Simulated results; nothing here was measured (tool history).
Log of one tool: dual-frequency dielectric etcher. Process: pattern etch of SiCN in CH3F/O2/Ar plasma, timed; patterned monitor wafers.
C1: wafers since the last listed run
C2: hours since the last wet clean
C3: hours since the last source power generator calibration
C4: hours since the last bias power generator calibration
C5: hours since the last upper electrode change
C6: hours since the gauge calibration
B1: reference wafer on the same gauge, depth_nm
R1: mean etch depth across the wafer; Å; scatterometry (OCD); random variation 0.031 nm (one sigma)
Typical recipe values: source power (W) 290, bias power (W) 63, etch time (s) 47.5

{"run": 1, "hour": 0.0, "source power (W)": 290, "bias power (W)": 63, "etch time (s)": 47.5, "C1": 0, "C2": 160.9, "C3": 2665.5, "C4": 2746.6, "C5": 1656.1, "C6": 1401.7, "B1": 15, "R1": 139.6}
{"run": 2, "hour": 53.3, "source power (W)": 290, "bias power (W)": 63, "etch time (s)": 47.5, "C1": 469, "C2": 214.2, "C3": 2718.8, "C4": 2799.9, "C5": 1709.4, "C6": 1455, "B1": 15, "R1": 139.6}
{"run": 3, "hour": 103.8, "source power (W)": 290, "bias power (W)": 63, "etch time (s)": 47.5, "C1": 445, "C2": 264.7, "C3": 2769.3, "C4": 2850.4, "C5": 1759.9, "C6": 1505.5, "B1": 15, "R1": 140.1}
{"run": 4, "hour": 139.4, "source power (W)": 290, "bias power (W)": 63, "etch time (s)": 47.5, "C1": 313, "C2": 300.3, "C3": 2804.9, "C4": 2886, "C5": 1795.5, "C6": 1541.1, "B1": 14.99, "R1": 140.2}
{"hour": 186.4, "done": "upper electrode replaced"}
{"run": 5, "hour": 186.9, "source power (W)": 290, "bias power (W)": 63, "etch time (s)": 47.5, "C1": 207, "C2": 347.8, "C3": 2852.4, "C4": 2933.5, "C5": 0.5, "C6": 1588.6, "B1": 15, "R1": 140.3}
{"run": 6, "hour": 220.4, "source power (W)": 290, "bias power (W)": 63, "etch time (s)": 47.5, "C1": 295, "C2": 381.3, "C3": 2885.9, "C4": 2967, "C5": 34, "C6": 1622.1, "B1": 15, "R1": 140.6}
{"run": 7, "hour": 265.4, "source power (W)": 290, "bias power (W)": 63, "etch time (s)": 47.5, "C1": 396, "C2": 426.3, "C3": 2930.9, "C4": 3012, "C5": 79, "C6": 1667.1, "B1": 14.99, "R1": 141.3}
{"hour": 267.2, "done": "gauge calibrated"}
{"run": 8, "hour": 307.9, "source power (W)": 290, "bias power (W)": 63, "etch time (s)": 47.5, "C1": 374, "C2": 468.8, "C3": 2973.4, "C4": 3054.5, "C5": 121.5, "C6": 40.7, "B1": 15, "R1": 140.9}
{"run": 9, "hour": 333.1, "source power (W)": 290, "bias power (W)": 63, "etch time (s)": 47.5, "C1": 222, "C2": 494, "C3": 2998.6, "C4": 3079.7, "C5": 146.7, "C6": 65.9, "B1": 14.99, "R1": 141}
{"hour": 388.0, "done": "bias power generator calibrated"}
{"run": 10, "hour": 388.5, "source power (W)": 290, "bias power (W)": 63, "etch time (s)": 47.5, "C1": 452, "C2": 549.4, "C3": 3054, "C4": 0.5, "C5": 202.1, "C6": 121.3, "B1": 15, "R1": 141.4}
{"hour": 417.0, "done": "source power generator calibrated"}
{"hour": 453.3, "done": "wet clean of the chamber"}
{"run": 11, "hour": 453.8, "source power (W)": 250, "bias power (W)": 63, "etch time (s)": 47.5, "C1": 328, "C2": 0.5, "C3": 36.8, "C4": 65.8, "C5": 267.4, "C6": 186.6, "B1": 14.99, "R1": 128.8}
{"run": 12, "hour": 479.4, "source power (W)": 240, "bias power (W)": 79, "etch time (s)": 47.5, "C1": 225, "C2": 26.1, "C3": 62.4, "C4": 91.4, "C5": 293, "C6": 212.2, "B1": 15, "R1": 139.9}
{"run": 13, "hour": 550.8, "source power (W)": 310, "bias power (W)": 63, "etch time (s)": 47.5, "C1": 629, "C2": 97.5, "C3": 133.8, "C4": 162.8, "C5": 364.4, "C6": 283.6, "B1": 15.01, "R1": 144.4}
{"run": 14, "hour": 587.1, "source power (W)": 290, "bias power (W)": 63, "etch time (s)": 47.5, "C1": 319, "C2": 133.8, "C3": 170.1, "C4": 199.1, "C5": 400.7, "C6": 319.9, "B1": 15, "R1": 139.5}

Predict the results of run 15:
{"run": 15, "hour": 641.9, "source power (W)": 240, "bias power (W)": 76, "etch time (s)": 38.5, "C1": 482, "C2": 188.6, "C3": 224.9, "C4": 253.9, "C5": 455.5, "C6": 374.7, "B1": "?", "R1": "?"}

{"run 15": {"B1": 14.99, "R1": 111.9}}
Take away the tool's hidden state, keep the run-to-run variation as it was, and the same run would have given R1 111.4 Å.
